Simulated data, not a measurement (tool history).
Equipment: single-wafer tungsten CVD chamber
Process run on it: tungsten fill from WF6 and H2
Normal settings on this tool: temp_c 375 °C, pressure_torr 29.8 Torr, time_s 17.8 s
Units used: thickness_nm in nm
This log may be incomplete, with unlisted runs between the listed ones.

run	hour	temp_c	pressure_torr	time_s	read-back reference wafer on the same gauge, thickness_nm	thickness_nm
1	0	375	29.8	19.4	28.192	31.4
2	8	375	29.8	19.4	28.192	31.36
3	16.7	375	29.8	15.9	28.201	25.629
4	24.4	375	29.8	17.8	28.203	28.814
5	58.1	375	29.8	17.8	28.214	28.496
6	64.5	375	33.1	17.8	28.197	29.549
# hour 82.2: capacitance manometer re-zeroed and calibrated
7	82.7	375	33.1	17.8	28.186	29.45
# hour 91.1: thermocouple changed; heater temperature recalibrated
8	91.7	383	25.7	14.4	28.213	30.563
9	107.1	375	29.8	17.8	28.184	32.926
10	119	382	29.8	19.1	28.2	41.605
11	125.9	363	34.8	20.9	28.201	30.666
12	136.6	386	24.2	14.8	28.193	32.97
# hour 153.7: showerhead replaced
13	154.2	389	25.9	17.8	28.199	43.21
# hour 156.8: gauge calibrated
14	188.8	375	29.8	19.4	28.202	36.023
15	196.1	385	29.8	17.8	28.192	41.37

Below, each run's measurement less what the same run would have read without the hidden state. Both values contain the same run-to-run variation, but the gauge's scatter may not be the same in both:
The tool's hidden condition here consists of: wafer temperature above the value expected at the setpoint (K); true pressure above the setpoint (%); gauge reads high (%).
run	thickness_nm
1	-3.434
2	-3.47
3	-2.873
4	-3.267
5	-3.393
6	-3.551
7	-3.632
8	+0.904
9	+1.013
10	+1.234
11	+0.995
12	+0.962
13	+1.218
14	+1.095
15	+1.197
